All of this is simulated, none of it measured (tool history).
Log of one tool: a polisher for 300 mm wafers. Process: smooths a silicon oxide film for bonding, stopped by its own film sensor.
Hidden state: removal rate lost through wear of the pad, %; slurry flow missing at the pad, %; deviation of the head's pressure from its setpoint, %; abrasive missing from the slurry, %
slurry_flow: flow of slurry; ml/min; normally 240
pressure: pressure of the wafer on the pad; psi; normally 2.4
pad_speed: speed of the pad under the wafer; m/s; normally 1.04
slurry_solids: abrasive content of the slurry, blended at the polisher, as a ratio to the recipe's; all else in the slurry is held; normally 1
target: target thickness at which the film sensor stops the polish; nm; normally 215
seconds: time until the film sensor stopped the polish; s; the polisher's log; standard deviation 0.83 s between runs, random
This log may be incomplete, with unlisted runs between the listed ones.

run    hour  slurry_flow  pressure  pad_speed  slurry_solids  target  wafers since the last listed run  wafers polished on this pad  hours since the slurry nozzle was cleaned  hours since the head pressure was calibrated  hours since the slurry blender was calibrated  incoming thickness of the incoming film, nm  seconds
  1       0          240       1.8       1.04              1     215                                 0                         2252                                      150.1                                         674.9                                          123.6                                        270.1       77
  2    44.7          240       2.4       1.04              1     215                               380                         2632                                      194.8                                         719.6                                          168.3                                        269.3       61
  3    69.6          240       2.4       1.04              1     215                               211                         2844                                      219.7                                         744.5                                          193.2                                        265.5     59.4
  4   110.7          240       2.4       1.04              1     215                               349                         3193                                      260.8                                         785.6                                          234.3                                        269.7     65.4
  5   174.1          240       2.4       1.04           1.05     215                               538                         3732                                      324.2                                           849                                          297.7                                        267.6       61
  6   198.6          240       2.4       1.04              1     215                               208                         3941                                      348.7                                         873.5                                          322.2                                        275.8     73.6
      219.7  -- worn pad replaced by a new one
  7   223.9          240       2.4       1.04              1     215                               181                           35                                        374                                         898.8                                          347.5                                        266.9     54.1
      256.3  -- slurry blender recalibrated
  8   275.9          240       2.4       1.04              1     207                               425                          460                                        426                                         950.8                                           19.6                                        268.1     65.9
  9   308.5          195       1.8       1.26              1     232                               277                          737                                      458.6                                         983.4                                           52.2                                        269.3     43.5
 10   352.3          240       1.6       1.04              1     223                               372                         1110                                      502.4                                        1027.2                                             96                                        270.4     68.7
 11   419.8          240       2.4       1.04            1.2     207                               573                         1684                                      569.9                                        1094.7                                          163.5                                        269.8     65.6
 12   458.2          240       2.4       1.04              1     215                               326                         2010                                      608.3                                        1133.1                                          201.9                                        266.5     56.8
 13   527.3          295       2.4       1.04           1.25     215                               587                         2598                                      677.4                                        1202.2                                            271                                        269.8     56.2
      561.6  -- head pressure recalibrated
 14   563.9          240       2.4       1.04              1     215                               294                         2892                                        714                                           2.3                                          307.6                                        272.2     64.9
      572.7  -- slurry nozzle cleaned
      615.5  -- worn pad replaced by a new one, of another model than before
 15     616          185       2.4        0.9            0.7     215                               400                            4                                       43.3                                          54.4                                          359.7                                        270.2     74.6
 16   654.3          240       2.9       1.04              1     215                               325                          329                                       81.6                                          92.7                                            398                                        270.6     48.3
      694.1  -- slurry blender recalibrated
 17   723.9          240       2.4       1.04              1     215                               574                          904                                      151.2                                         162.3                                           29.8                                        269.2     59.3
 18   764.1          165       2.4       0.86            1.2     206                               341                         1246                                      191.4                                         202.5                                             70                                          272     84.4
 19   832.6          205       1.6       1.22              1     209                               582                         1828                                      259.9                                           271                                          138.5                                        268.8     93.8
 20   880.5          240       2.4       1.04           0.85     215                               407                         2235                                      307.8                                         318.9                                          186.4                                        269.5     65.3
 21     948          240       2.4       1.04            0.8     215                               573                         2809                                      375.3                                         386.4                                          253.9                                        270.2       70
 22  1016.1          240       2.4       1.04              1     215                               578                         3388                                      443.4                                         454.5                                            322                                        269.8     65.8
     1032.4  -- worn pad replaced by a new one
     1081.7  -- slurry blender recalibrated
 23  1083.9          240       2.9       1.04              1     225                               525                          420                                      511.2                                         522.3                                            2.2                                        268.6     38.5
 24  1120.8          240       1.9       1.04              1     226                               313                          734                                      548.1                                         559.2                                           39.1                                        275.6     65.3
 25  1159.8          240       2.4       1.04              1     228                               331                         1065                                      587.1                                         598.2                                           78.1                                        269.6     45.5
 26    1184          240       2.4       1.04            1.2     215                               205                         1271                                      611.3                                         622.4                                          102.3                                          270     57.9
 27  1229.2          240       2.4       1.04              1     215                               384                         1655                                      656.5                                         667.6                                          147.5                                        270.6     61.9
     1254.2  -- slurry nozzle cleaned
 28  1261.2          240       2.1       0.72            0.9     215                               263                         1919                                          7                                         699.6                                          179.5                                        267.8     82.4
 29  1298.7          300       2.4       0.78              1     215                               318                         2238                                       44.5                                         737.1                                            217                                        272.8     72.9

5 ways to go on from here, each from the tool as it stands after run 29. What would each give?
  A  1299.1          240       2.4       1.04              1     206                                 3                         2241                                       44.9                                         737.5                                          217.4                                        268.6        ?
  B  1299.1          320       2.4       1.04              1     215                                 3                         2241                                       44.9                                         737.5                                          217.4                                        268.6        ?
  C  1299.1          240       1.7       1.04           1.25     215                                 3                         2241                                       44.9                                         737.5                                          217.4                                        268.6        ?
  D  1299.1          240       3.2       1.04              1     196                                 3                         2241                                       44.9                                         737.5                                          217.4                                        268.6        ?
  E  1299.1          240         3       1.32              1     224                                 3                         2241                                       44.9                                         737.5                                          217.4                                        268.6        ?

run  seconds
  A       72
  B     59.3
  C     80.8
  D     62.6
  E     36.3
Had the tool no hidden state, the same runs would have come out as:
run  seconds
  A     66.3
  B     54.6
  C     74.4
  D     57.6
  E     33.4
